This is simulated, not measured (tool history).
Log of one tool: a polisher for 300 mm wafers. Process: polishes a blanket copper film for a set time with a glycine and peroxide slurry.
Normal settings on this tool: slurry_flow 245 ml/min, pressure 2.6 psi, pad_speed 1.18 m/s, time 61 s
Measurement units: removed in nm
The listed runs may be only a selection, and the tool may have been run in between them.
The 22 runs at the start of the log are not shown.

| run | hour | slurry_flow | pressure | pad_speed | time | wafers since the last listed run | wafers polished on this pad | hours since the slurry nozzle was cleaned | hours since the head pressure was calibrated | incoming thickness of the incoming film, nm | removed |
|---|---|---|---|---|---|---|---|---|---|---|---|
| 23 | 1179 | 245 | 2.6 | 1.18 | 61 | 380 | 5453 | 505.1 | 429 | 1008.1 | 352.8 |
|  | 1184 | worn pad replaced by a new one |
| 24 | 1249.5 | 245 | 2.2 | 1.18 | 75 | 872 | 859 | 575.6 | 499.5 | 1007.3 | 373.3 |
| 25 | 1278.9 | 245 | 2.6 | 1.58 | 73 | 385 | 1245 | 605 | 528.9 | 1015.8 | 536.4 |
| 26 | 1333.1 | 245 | 2.6 | 1.44 | 61 | 711 | 1956 | 659.2 | 583.1 | 1012.6 | 408.4 |
| 27 | 1405.5 | 245 | 2.6 | 1.18 | 61 | 949 | 2906 | 731.6 | 655.5 | 1013 | 358.6 |
| 28 | 1460.5 | 305 | 1.9 | 0.86 | 76 | 721 | 3627 | 786.6 | 710.5 | 1014 | 282.6 |
|  | 1479.4 | slurry nozzle cleaned |
| 29 | 1486.8 | 170 | 2.6 | 1.44 | 68 | 331 | 3959 | 7.4 | 736.8 | 989.9 | 443.7 |
|  | 1519.5 | worn pad replaced by a new one |
| 30 | 1543.2 | 245 | 2.6 | 1.02 | 61 | 687 | 311 | 63.8 | 793.2 | 1013 | 323.8 |
| 31 | 1744.1 | 245 | 2.6 | 1.18 | 48 | 2636 | 2947 | 264.7 | 994.1 | 1018.2 | 275.3 |
| 32 | 1782.6 | 245 | 2.6 | 1.02 | 61 | 505 | 3452 | 303.2 | 1032.6 | 996.4 | 310.4 |
| 33 | 1809.8 | 205 | 2.3 | 1.48 | 46 | 356 | 3809 | 330.4 | 1059.8 | 1025.7 | 277.7 |
|  | 1856.1 | worn pad replaced by a new one |
| 34 | 1881.4 | 245 | 2.6 | 1.18 | 61 | 887 | 332 | 402 | 1131.4 | 1010.7 | 345.2 |

Alternative continuations, all from the tool just after run 34; predict every row:
| A | 1881.8 | 245 | 2.6 | 1.4 | 61 | 5 | 337 | 402.4 | 1131.8 | 1012.3 | ? |
| B | 1881.8 | 185 | 2.6 | 1.18 | 76 | 5 | 337 | 402.4 | 1131.8 | 1012.3 | ? |
| C | 1881.8 | 245 | 2.6 | 1.04 | 52 | 5 | 337 | 402.4 | 1131.8 | 1012.3 | ? |
| D | 1881.8 | 245 | 2.6 | 1.58 | 48 | 5 | 337 | 402.4 | 1131.8 | 1012.3 | ? |

| run | removed |
|---|---|
| A | 401.9 |
| B | 417.5 |
| C | 273 |
| D | 348.3 |
Without the tool's unlogged condition, the same runs would have read:
| run | removed |
|---|---|
| A | 413.6 |
| B | 433.8 |
| C | 281 |
| D | 358.4 |

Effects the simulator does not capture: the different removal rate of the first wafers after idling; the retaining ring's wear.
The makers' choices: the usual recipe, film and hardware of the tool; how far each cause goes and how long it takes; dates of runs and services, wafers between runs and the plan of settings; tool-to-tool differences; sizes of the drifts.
